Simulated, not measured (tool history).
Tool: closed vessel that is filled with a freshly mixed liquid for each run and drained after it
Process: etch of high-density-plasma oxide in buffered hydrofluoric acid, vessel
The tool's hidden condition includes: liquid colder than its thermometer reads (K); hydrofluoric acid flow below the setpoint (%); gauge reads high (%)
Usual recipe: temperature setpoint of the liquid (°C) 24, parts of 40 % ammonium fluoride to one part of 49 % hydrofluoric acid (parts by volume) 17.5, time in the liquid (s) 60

run     day  temperature setpoint of the liquid (°C)  parts of 40 % ammonium fluoride to one part of 49 % hydrofluoric acid (parts by volume)  time in the liquid (s)  wafers since the last listed run  hours since the thermometer was replaced  hours since the hydrofluoric acid flow meter was replaced  hours since the gauge calibration  read-back film thickness of the high-density-plasma oxide reference wafer, read on the same gauge (nm)  thickness taken off the high-density-plasma oxide on a monitor wafer (nm)
  1       0                                       26                                                                                     12.5                      60                                 0                                     641.1                                                        559                               1889                                                                                                   66.64                                                                      80.01
  2   3.438                                       26                                                                                     12.5                      60                              7330                                     723.6                                                      641.5                             1971.5                                                                                                   66.38                                                                      78.51
  3   6.488                                       26                                                                                     12.5                      60                              6504                                     796.8                                                      714.7                             2044.7                                                                                                   66.14                                                                      79.63
      8.054  -- thermometer replaced
      8.933  -- hydrofluoric acid flow meter replaced
  4   9.467                                       24                                                                                     17.5                      60                              6175                                      33.9                                                       12.8                             2116.2                                                                                                   65.93                                                                      50.96
  5  12.625                                       24                                                                                     17.5                      60                              6735                                     109.7                                                       88.6                               2192                                                                                                   65.63                                                                      49.98
  6  17.058                                       24                                                                                     17.5                      60                              9454                                     216.1                                                        195                             2298.4                                                                                                   65.27                                                                      50.43
  7   20.35                                       24                                                                                     17.5                      60                              7019                                     295.1                                                        274                             2377.4                                                                                                   64.96                                                                      49.54
  8  24.054                                       24                                                                                     17.5                      60                              7899                                       384                                                      362.9                             2466.3                                                                                                   64.61                                                                      49.39
  9  28.546                                       24                                                                                     17.5                      60                              9578                                     491.8                                                      470.7                             2574.1                                                                                                   64.15                                                                      49.43
 10  31.992                                       24                                                                                     17.5                      35                              7348                                     574.5                                                      553.4                             2656.8                                                                                                   63.83                                                                      28.67
 11  36.362                                       24                                                                                     17.5                      35                              9321                                     679.4                                                      658.3                             2761.7                                                                                                   63.35                                                                       28.9
 12  40.525                                       24                                                                                     17.5                      60                              8876                                     779.3                                                      758.2                             2861.6                                                                                                   62.91                                                                      48.62
 13  44.496                                       24                                                                                     15.5                      35                              8468                                     874.6                                                      853.5                             2956.9                                                                                                   62.46                                                                      31.64
     44.812  -- hydrofluoric acid flow meter replaced
 14  47.138                                       24                                                                                     17.5                      60                              5544                                       938                                                       55.8                             3020.3                                                                                                   62.14                                                                      48.04
     49.092  -- gauge calibrated
 15  51.538                                       24                                                                                     17.5                      60                              9383                                    1043.6                                                      161.4                               58.7                                                                                                   69.18                                                                      52.96
     52.517  -- thermometer replaced
 16  53.171                                     25.5                                                                                     17.5                      60                              3394                                      15.7                                                      200.6                               97.9                                                                                                   69.13                                                                      56.78
 17  56.988                                       24                                                                                     13.5                      40                              8139                                     107.3                                                      292.2                              189.5                                                                                                   69.14                                                                      44.89
 18  60.333                                     20.5                                                                                     23.5                      50                              7135                                     187.6                                                      372.5                              269.8                                                                                                   69.12                                                                      28.06
 19  61.925                                       24                                                                                     23.5                      60                              3394                                     225.8                                                      410.7                                308                                                                                                   69.06                                                                      41.47
 20  66.083                                       21                                                                                     14.5                      60                              8867                                     325.6                                                      510.5                              407.8                                                                                                   69.03                                                                      54.18
 21  69.379                                       24                                                                                       15                      60                              7028                                     404.7                                                      589.6                              486.9                                                                                                   68.99                                                                      61.52
     73.625  -- hydrofluoric acid flow meter replaced
 22  79.467                                       24                                                                                     17.5                      60                             21423                                     646.8                                                      140.2                                729                                                                                                   68.74                                                                      52.76
 23  82.508                                       24                                                                                       11                      60                              6486                                     719.8                                                      213.2                                802                                                                                                   68.62                                                                      82.94
 24  86.154                                       24                                                                                     17.5                      60                              7774                                     807.3                                                      300.7                              889.5                                                                                                   68.52                                                                      53.22
 25  88.054                                     22.5                                                                                     11.5                      50                              4051                                     852.9                                                      346.3                              935.1                                                                                                   68.49                                                                      60.93

The next listed run, before its measurement:
     89.342  -- thermometer replaced
 26  93.146                                     26.5                                                                                     23.5                      60                             10769                                      91.3                                                      468.5                             1057.3                                                                                                       ?                                                                          ?

read-back film thickness of the high-density-plasma oxide reference wafer, read on the same gauge (nm): 68.25
thickness taken off the high-density-plasma oxide on a monitor wafer (nm): 47.31
With no hidden state in the tool, this same run would have given thickness taken off the high-density-plasma oxide on a monitor wafer (nm) 48.52.

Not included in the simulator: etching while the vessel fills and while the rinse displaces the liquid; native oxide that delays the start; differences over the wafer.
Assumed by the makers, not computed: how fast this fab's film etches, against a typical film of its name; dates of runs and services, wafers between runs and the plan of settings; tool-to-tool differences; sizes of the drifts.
